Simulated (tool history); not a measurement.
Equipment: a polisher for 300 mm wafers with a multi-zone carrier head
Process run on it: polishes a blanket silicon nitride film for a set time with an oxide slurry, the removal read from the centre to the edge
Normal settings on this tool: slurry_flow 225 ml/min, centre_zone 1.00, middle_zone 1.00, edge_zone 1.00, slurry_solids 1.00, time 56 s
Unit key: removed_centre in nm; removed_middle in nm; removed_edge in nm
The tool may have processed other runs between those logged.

run	hour	slurry_flow	centre_zone	middle_zone	edge_zone	slurry_solids	time	incoming thickness of the incoming film, nm	removed_centre	removed_middle	removed_edge
1	0.0	225	1.08	1.00	1.00	1.00	45	578.6	24.4	22.9	23.1
# hour 10.2: worn pad replaced by a new one
2	14.3	225	1.00	1.00	1.00	1.00	56	562.7	27.7	28.4	28.6
3	32.1	225	1.00	1.00	1.00	1.00	64	558.7	32.7	31.9	32.6
4	49.8	200	0.92	1.00	1.00	1.15	56	575.9	27.2	29.7	29.1
5	61.7	225	0.94	1.04	1.00	1.00	56	560.6	27.1	29.3	28.3
# hour 92.4: edge zone pressure recalibrated
6	102.7	225	1.00	1.00	1.00	1.00	56	564.9	28.5	28.4	28.7
# hour 112.0: slurry nozzle cleaned
7	116.3	225	1.00	1.00	1.00	0.90	56	570.3	27.0	27.0	26.5
8	131.1	225	1.00	1.00	1.00	1.00	56	572.2	28.6	28.8	28.3
9	140.7	225	1.00	0.96	1.00	1.00	70	560.9	34.8	34.3	34.9
10	146.8	225	1.00	1.00	1.00	1.00	56	565.6	28.3	28.4	28.6
# hour 156.9: worn pad replaced by a new one
11	157.4	225	1.00	1.00	1.00	1.00	56	570.9	29.1	28.6	28.4
12	166.2	225	1.00	1.00	1.00	0.80	43	571.5	20.0	20.0	19.9
13	178.4	225	1.00	1.00	0.91	1.00	56	567.2	28.0	28.8	27.4
14	194.0	275	0.96	1.00	1.00	0.70	56	570.2	24.4	24.9	24.0
15	200.3	225	1.00	1.00	1.00	1.00	56	574.0	28.1	28.5	28.1
16	209.0	250	1.08	1.00	0.92	1.25	56	564.8	34.1	31.9	29.6
17	223.2	225	1.10	1.06	1.00	1.15	56	567.4	32.8	32.0	30.0
18	231.8	225	0.96	1.00	1.00	0.75	56	572.6	23.6	24.9	24.6
19	241.1	225	1.00	1.00	1.00	1.00	40	560.5	20.6	20.3	20.1
20	248.1	225	1.00	1.00	1.00	1.00	56	570.1	28.5	28.4	28.0
21	265.1	225	1.00	1.00	1.00	1.00	56	559.6	29.1	28.8	28.8
22	272.6	165	1.00	1.00	1.00	1.00	56	583.4	26.9	26.9	26.8
23	280.5	225	1.00	1.00	0.96	1.00	56	580.8	28.4	28.8	27.7

Here are 3 independent what-if runs from the current tool condition. What would each one return?
A	280.9	225	1.00	0.95	1.00	1.00	56	565.3	?	?	?
B	280.9	225	1.00	1.00	0.95	0.75	36	565.3	?	?	?
C	280.9	250	1.00	1.11	1.05	1.25	56	565.3	?	?	?

run	removed_centre	removed_middle	removed_edge
A	28.3	27.2	27.6
B	16.0	16.1	15.3
C	31.4	34.4	31.0
Take away the tool's hidden state, keep each run's random variation, and the runs would have read:
run	removed_centre	removed_middle	removed_edge
A	28.3	27.2	27.6
B	16.0	16.1	15.3
C	31.4	34.4	31.0
